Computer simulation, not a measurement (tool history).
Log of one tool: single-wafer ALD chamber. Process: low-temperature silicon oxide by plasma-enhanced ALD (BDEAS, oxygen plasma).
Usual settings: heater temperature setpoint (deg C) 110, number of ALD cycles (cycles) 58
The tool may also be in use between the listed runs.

run,hour,heater temperature setpoint (deg C),number of ALD cycles (cycles),"read-back reference wafer on the same gauge, thickness_nm",mean film thickness on the monitor wafer (angstrom)
1,0,110,58,6.715,81.39
2,10.4,110,64,6.72,89.75
3,16.7,110,64,6.722,90.43
4,32.3,110,64,6.727,90.25
5,38.7,110,58,6.728,81.44
6,54.6,110,58,6.734,81.4
7,62.9,102,58,6.738,83.18
8,74.7,102,58,6.736,83.18
9,86.4,102,58,6.743,83.6
10,103.9,119,53,6.748,73.62
11,117.7,119,53,6.754,73.58
# hour 118.1: gauge calibrated
12,128.3,110,53,6.687,74.24
13,139.4,110,58,6.688,80.94
14,148.1,100,61,6.694,87.22
15,155.8,110,62,6.694,87.39
16,170.4,100,65,6.697,93.75
17,184.8,110,63,6.7,88.48
18,198.6,110,50,6.705,70.1
# hour 210.6: thermocouple changed; heater temperature recalibrated
19,211.1,96,54,6.713,78.98
20,225.7,100,58,6.708,83.3
21,240.7,121,58,6.719,79.41
22,251.3,123,52,6.721,71.17
23,267.6,110,58,6.725,81.62
24,282.1,104,58,6.732,82.89

3 ways to go on from here, each from the tool as it stands after run 24. What would each give?
A,282.6,110,58,?,?
B,282.6,124,58,?,?
C,282.6,99,67,?,?

run,"read-back reference wafer on the same gauge, thickness_nm",mean film thickness on the monitor wafer (angstrom)
A,6.724,81.65
B,6.724,79.25
C,6.724,96.93
Without the tool's hidden state the same runs would have given:
run,mean film thickness on the monitor wafer (angstrom)
A,80.82
B,78.45
C,95.95
